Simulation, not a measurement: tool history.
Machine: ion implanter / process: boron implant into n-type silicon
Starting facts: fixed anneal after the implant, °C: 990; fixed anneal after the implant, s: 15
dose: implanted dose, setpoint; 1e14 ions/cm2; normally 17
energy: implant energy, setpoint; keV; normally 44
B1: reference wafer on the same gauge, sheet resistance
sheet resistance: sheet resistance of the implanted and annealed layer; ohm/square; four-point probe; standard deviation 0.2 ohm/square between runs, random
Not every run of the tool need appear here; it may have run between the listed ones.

{"run": 1, "hour": 0.0, "dose": 20.68, "energy": 32.5, "B1": 67.12, "sheet resistance": 69.21}
{"run": 2, "hour": 10.5, "dose": 17, "energy": 44, "B1": 67.1, "sheet resistance": 76.44}
{"run": 3, "hour": 20.4, "dose": 17, "energy": 44, "B1": 67.16, "sheet resistance": 76.25}
{"run": 4, "hour": 28.8, "dose": 17, "energy": 44, "B1": 67.12, "sheet resistance": 76.05}
{"run": 5, "hour": 35.4, "dose": 15.38, "energy": 47.5, "B1": 67.12, "sheet resistance": 81.59}
{"run": 6, "hour": 49.0, "dose": 17, "energy": 44, "B1": 67.1, "sheet resistance": 75.8}
{"run": 7, "hour": 66.9, "dose": 17, "energy": 44, "B1": 67.08, "sheet resistance": 75.83}
{"run": 8, "hour": 88.2, "dose": 17, "energy": 44, "B1": 67.06, "sheet resistance": 75.89}
{"run": 9, "hour": 97.3, "dose": 17, "energy": 44, "B1": 67.08, "sheet resistance": 75.99}
{"run": 10, "hour": 104.7, "dose": 15.13, "energy": 44, "B1": 67.04, "sheet resistance": 82.59}
{"run": 11, "hour": 113.0, "dose": 15.13, "energy": 44, "B1": 67.1, "sheet resistance": 82.19}
{"run": 12, "hour": 129.6, "dose": 17, "energy": 44, "B1": 67.11, "sheet resistance": 75.67}
{"run": 13, "hour": 144.1, "dose": 17, "energy": 44, "B1": 67.06, "sheet resistance": 75.93}
{"run": 14, "hour": 153.8, "dose": 15.12, "energy": 50, "B1": 67.13, "sheet resistance": 82.28}
{"run": 15, "hour": 170.2, "dose": 17, "energy": 44, "B1": 67.14, "sheet resistance": 75.98}
{"run": 16, "hour": 181.1, "dose": 17, "energy": 53, "B1": 67.05, "sheet resistance": 75.29}
{"hour": 187.3, "done": "gauge calibrated"}
{"run": 17, "hour": 208.7, "dose": 14.11, "energy": 39.5, "B1": 67.1, "sheet resistance": 87.06}
{"run": 18, "hour": 216.0, "dose": 18.7, "energy": 44, "B1": 67.09, "sheet resistance": 70.67}
{"run": 19, "hour": 230.9, "dose": 17, "energy": 44, "B1": 67.11, "sheet resistance": 75.93}
{"run": 20, "hour": 241.0, "dose": 12, "energy": 37.5, "B1": 67.09, "sheet resistance": 98.01}
{"run": 21, "hour": 247.5, "dose": 21.48, "energy": 29, "B1": 67.12, "sheet resistance": 68.69}
{"hour": 267.9, "done": "extraction supply calibrated"}
{"run": 22, "hour": 268.4, "dose": 17, "energy": 44, "B1": 67.11, "sheet resistance": 75.88}
{"hour": 277.0, "done": "Faraday cup replaced and dose calibrated"}
{"run": 23, "hour": 278.4, "dose": 17, "energy": 58.5, "B1": 67.03, "sheet resistance": 77.35}
{"run": 24, "hour": 295.0, "dose": 15.13, "energy": 44, "B1": 67.05, "sheet resistance": 85.08}
{"run": 25, "hour": 312.9, "dose": 20.23, "energy": 56, "B1": 67.11, "sheet resistance": 68.19}
{"run": 26, "hour": 346.0, "dose": 21.71, "energy": 54, "B1": 67.05, "sheet resistance": 65.18}
{"run": 27, "hour": 358.8, "dose": 15.48, "energy": 57, "B1": 67.15, "sheet resistance": 83.06}

Here are 3 independent what-if runs from the current tool condition. What would each one return?
{"run": "A", "hour": 359.2, "dose": 17, "energy": 50, "B1": "?", "sheet resistance": "?"}
{"run": "B", "hour": 359.2, "dose": 21.58, "energy": 32.5, "B1": "?", "sheet resistance": "?"}
{"run": "C", "hour": 359.2, "dose": 21.32, "energy": 58, "B1": "?", "sheet resistance": "?"}

run=A B1=67.13 sheet_resistance=77.73
run=B B1=67.13 sheet_resistance=68.95
run=C B1=67.13 sheet_resistance=65.68
With no hidden state in the tool, these same runs would have given:
run=A sheet_resistance=78.46
run=B sheet_resistance=69.47
run=C sheet_resistance=66.29
